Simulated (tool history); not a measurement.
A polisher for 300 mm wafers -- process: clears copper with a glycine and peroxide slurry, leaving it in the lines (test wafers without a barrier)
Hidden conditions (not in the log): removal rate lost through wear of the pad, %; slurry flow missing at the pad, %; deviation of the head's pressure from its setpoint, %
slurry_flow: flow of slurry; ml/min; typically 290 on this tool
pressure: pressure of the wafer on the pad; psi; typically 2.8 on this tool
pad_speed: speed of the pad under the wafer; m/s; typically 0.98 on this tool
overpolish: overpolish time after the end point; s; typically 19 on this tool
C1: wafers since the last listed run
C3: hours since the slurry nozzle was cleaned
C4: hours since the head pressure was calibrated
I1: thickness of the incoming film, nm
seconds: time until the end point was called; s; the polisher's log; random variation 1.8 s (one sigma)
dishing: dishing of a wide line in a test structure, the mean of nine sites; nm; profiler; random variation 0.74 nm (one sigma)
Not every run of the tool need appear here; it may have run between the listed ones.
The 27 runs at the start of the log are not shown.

{"run": 28, "hour": 668.7, "slurry_flow": 195, "pressure": 1.9, "pad_speed": 0.98, "overpolish": 19, "C1": 207, "wafers polished on this pad": 633, "C3": 390.1, "C4": 388.3, "I1": 581.4, "seconds": 147.1, "dishing": 43.4}
{"hour": 686.0, "done": "head pressure recalibrated"}
{"hour": 693.0, "done": "slurry nozzle cleaned"}
{"run": 29, "hour": 693.5, "slurry_flow": 290, "pressure": 3.7, "pad_speed": 0.98, "overpolish": 13, "C1": 165, "wafers polished on this pad": 798, "C3": 0.5, "C4": 7.5, "I1": 578.2, "seconds": 78, "dishing": 49.3}
{"run": 30, "hour": 710.3, "slurry_flow": 225, "pressure": 2.8, "pad_speed": 0.98, "overpolish": 19, "C1": 127, "wafers polished on this pad": 925, "C3": 17.3, "C4": 24.3, "I1": 568.7, "seconds": 99.6, "dishing": 53.2}
{"run": 31, "hour": 750.1, "slurry_flow": 190, "pressure": 2.5, "pad_speed": 0.72, "overpolish": 24, "C1": 301, "wafers polished on this pad": 1226, "C3": 57.1, "C4": 64.1, "I1": 578.2, "seconds": 148.1, "dishing": 50.4}
{"hour": 757.7, "done": "worn pad replaced by a new one"}
{"run": 32, "hour": 771.4, "slurry_flow": 290, "pressure": 2.8, "pad_speed": 0.98, "overpolish": 19, "C1": 131, "wafers polished on this pad": 103, "C3": 78.4, "C4": 85.4, "I1": 589.6, "seconds": 95.6, "dishing": 54.1}
{"run": 33, "hour": 798.3, "slurry_flow": 290, "pressure": 2.8, "pad_speed": 0.98, "overpolish": 19, "C1": 203, "wafers polished on this pad": 307, "C3": 105.3, "C4": 112.3, "I1": 580.3, "seconds": 99.4, "dishing": 54.1}
{"run": 34, "hour": 814.6, "slurry_flow": 290, "pressure": 1.9, "pad_speed": 1.14, "overpolish": 30, "C1": 123, "wafers polished on this pad": 431, "C3": 121.6, "C4": 128.6, "I1": 583.6, "seconds": 112.9, "dishing": 59.9}
{"run": 35, "hour": 834.7, "slurry_flow": 350, "pressure": 2.8, "pad_speed": 0.98, "overpolish": 13, "C1": 152, "wafers polished on this pad": 583, "C3": 141.7, "C4": 148.7, "I1": 591.1, "seconds": 98.7, "dishing": 44.1}

Branching from run 35: 3 alternative next runs. What would each branch give?
{"run": "A", "hour": 835.2, "slurry_flow": 290, "pressure": 2.8, "pad_speed": 0.98, "overpolish": 26, "C1": 3, "wafers polished on this pad": 587, "C3": 142.2, "C4": 149.2, "I1": 579.4, "seconds": "?", "dishing": "?"}
{"run": "B", "hour": 835.2, "slurry_flow": 290, "pressure": 2.3, "pad_speed": 0.98, "overpolish": 19, "C1": 3, "wafers polished on this pad": 587, "C3": 142.2, "C4": 149.2, "I1": 579.4, "seconds": "?", "dishing": "?"}
{"run": "C", "hour": 835.2, "slurry_flow": 205, "pressure": 3.1, "pad_speed": 1.14, "overpolish": 12, "C1": 3, "wafers polished on this pad": 587, "C3": 142.2, "C4": 149.2, "I1": 579.4, "seconds": "?", "dishing": "?"}

run=A seconds=99.1 dishing=61.4
run=B seconds=115.2 dishing=49.8
run=C seconds=85.8 dishing=44.9
With no hidden state in the tool, these same runs would have given:
run=A seconds=99.8 dishing=61.3
run=B seconds=115.7 dishing=49.7
run=C seconds=84.7 dishing=45.2
